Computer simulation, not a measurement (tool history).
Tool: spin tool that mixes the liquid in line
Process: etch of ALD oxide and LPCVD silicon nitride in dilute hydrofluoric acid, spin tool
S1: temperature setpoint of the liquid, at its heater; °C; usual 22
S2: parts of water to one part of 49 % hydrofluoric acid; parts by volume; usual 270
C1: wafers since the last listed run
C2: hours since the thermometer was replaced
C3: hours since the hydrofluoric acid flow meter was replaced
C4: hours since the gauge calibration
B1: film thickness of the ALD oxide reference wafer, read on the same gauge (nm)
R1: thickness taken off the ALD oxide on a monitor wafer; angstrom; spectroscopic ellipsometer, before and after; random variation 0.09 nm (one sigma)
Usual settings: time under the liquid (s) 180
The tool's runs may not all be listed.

run 1 day=0 | S1=22 S2=270 time_under_the_liquid_(s)=180 | C1=0 C2=915.3 C3=1155 C4=625.7 | B1=120.02 | R1=156.7
run 2 day=2.388 | S1=22 S2=270 time_under_the_liquid_(s)=180 | C1=487 C2=972.6 C3=1212.3 C4=683 | B1=120.02 | R1=155.7
run 3 day=4.688 | S1=22 S2=270 time_under_the_liquid_(s)=180 | C1=470 C2=1027.8 C3=1267.5 C4=738.2 | B1=119.99 | R1=153.3
run 4 day=6.667 | S1=22 S2=270 time_under_the_liquid_(s)=180 | C1=404 C2=1075.3 C3=1315 C4=785.7 | B1=120.03 | R1=153.7
run 5 day=8.471 | S1=22 S2=270 time_under_the_liquid_(s)=180 | C1=368 C2=1118.6 C3=1358.3 C4=829 | B1=120 | R1=153
run 6 day=11.404 | S1=22 S2=270 time_under_the_liquid_(s)=180 | C1=599 C2=1189 C3=1428.7 C4=899.4 | B1=119.98 | R1=151.8
run 7 day=12.683 | S1=22 S2=270 time_under_the_liquid_(s)=180 | C1=261 C2=1219.7 C3=1459.4 C4=930.1 | B1=119.97 | R1=150.3
-- day=14.546 hydrofluoric acid flow meter replaced
run 8 day=15.167 | S1=22 S2=270 time_under_the_liquid_(s)=180 | C1=498 C2=1279.3 C3=14.9 C4=989.7 | B1=120.02 | R1=157.7
run 9 day=17.988 | S1=22 S2=270 time_under_the_liquid_(s)=180 | C1=576 C2=1347 C3=82.6 C4=1057.4 | B1=120.02 | R1=156.5
run 10 day=20.921 | S1=22 S2=175 time_under_the_liquid_(s)=180 | C1=599 C2=1417.4 C3=153 C4=1127.8 | B1=120 | R1=260.5
run 11 day=22.55 | S1=23.5 S2=170 time_under_the_liquid_(s)=135 | C1=332 C2=1456.5 C3=192.1 C4=1166.9 | B1=120.01 | R1=217
-- day=22.571 gauge calibrated
run 12 day=24.233 | S1=22 S2=345 time_under_the_liquid_(s)=270 | C1=344 C2=1496.9 C3=232.5 C4=39.9 | B1=119.98 | R1=171.2
-- day=24.988 thermometer replaced
run 13 day=25.908 | S1=19 S2=390 time_under_the_liquid_(s)=95 | C1=333 C2=22.1 C3=272.7 C4=80.1 | B1=120.03 | R1=49.7
run 14 day=27.354 | S1=22 S2=270 time_under_the_liquid_(s)=180 | C1=295 C2=56.8 C3=307.4 C4=114.8 | B1=120.02 | R1=166.3
run 15 day=29.638 | S1=22 S2=270 time_under_the_liquid_(s)=240 | C1=466 C2=111.6 C3=362.2 C4=169.6 | B1=120 | R1=223.2
run 16 day=31.188 | S1=22 S2=270 time_under_the_liquid_(s)=180 | C1=316 C2=148.8 C3=399.4 C4=206.8 | B1=119.99 | R1=166
run 17 day=32.671 | S1=25 S2=335 time_under_the_liquid_(s)=180 | C1=303 C2=184.4 C3=435 C4=242.4 | B1=120 | R1=140.6
run 18 day=34.579 | S1=26 S2=195 time_under_the_liquid_(s)=115 | C1=389 C2=230.2 C3=480.8 C4=288.2 | B1=120 | R1=183.7
run 19 day=36.558 | S1=24.5 S2=270 time_under_the_liquid_(s)=145 | C1=404 C2=277.7 C3=528.3 C4=335.7 | B1=120.03 | R1=144.7
run 20 day=38.45 | S1=22 S2=270 time_under_the_liquid_(s)=180 | C1=386 C2=323.1 C3=573.7 C4=381.1 | B1=119.99 | R1=164.6
run 21 day=40.317 | S1=25 S2=270 time_under_the_liquid_(s)=225 | C1=381 C2=367.9 C3=618.5 C4=425.9 | B1=120.01 | R1=226.3

Forecast each of these 3 alternatives for the next run:
run A day=40.338 | S1=22 S2=220 time_under_the_liquid_(s)=180 | C1=4 C2=368.4 C3=619 C4=426.4 | B1=? | R1=?
run B day=40.338 | S1=24 S2=165 time_under_the_liquid_(s)=285 | C1=4 C2=368.4 C3=619 C4=426.4 | B1=? | R1=?
run C day=40.338 | S1=22 S2=145 time_under_the_liquid_(s)=180 | C1=4 C2=368.4 C3=619 C4=426.4 | B1=? | R1=?

run=A B1=120.01 R1=208.8
run=B B1=120.01 R1=504.1
run=C B1=120.01 R1=342.8
Without the tool's hidden state the same runs would have given:
run=A R1=223.9
run=B R1=540.2
run=C R1=367.5
